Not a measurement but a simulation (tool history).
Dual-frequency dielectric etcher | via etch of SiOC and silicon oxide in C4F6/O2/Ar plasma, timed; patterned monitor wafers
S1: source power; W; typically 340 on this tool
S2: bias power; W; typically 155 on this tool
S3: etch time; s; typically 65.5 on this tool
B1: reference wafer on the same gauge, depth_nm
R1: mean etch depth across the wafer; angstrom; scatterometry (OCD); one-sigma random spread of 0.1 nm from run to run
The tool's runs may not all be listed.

run	hour	S1	S2	S3	B1	R1
1	0.0	340	155	65.5	76.2	667
2	28.0	340	155	65.5	76.2	664
3	42.4	340	155	65.5	76.2	666
4	55.6	340	155	65.5	76.2	664
5	88.2	340	126	75.0	76.2	726
# hour 119.3: upper electrode replaced
6	119.8	340	126	75.0	76.2	728
7	130.1	370	155	65.5	76.2	683
8	150.7	400	166	79.0	76.2	859
9	172.6	290	155	52.5	76.2	505
10	190.4	340	128	65.5	76.2	638
11	207.0	380	140	47.0	76.2	484
12	224.2	290	175	65.5	76.2	647
13	248.9	340	155	65.5	76.2	663
# hour 282.2: gauge calibrated
14	283.3	340	155	65.5	76.2	664
15	299.2	340	155	79.0	76.2	799
16	329.9	340	155	65.5	76.2	663
17	359.6	340	155	65.5	76.2	662
18	385.9	290	141	65.5	76.2	614
19	401.5	280	155	65.5	76.2	621
20	424.9	340	155	65.5	76.2	662
# hour 440.1: bias power generator calibrated
21	450.9	340	155	65.5	76.2	660

Forecast run 22:
22	464.0	340	155	65.5	?	?

B1: 76.2
R1: 661 angstrom
Minus the tool's unlogged condition, the same run would have read R1 664 angstrom.
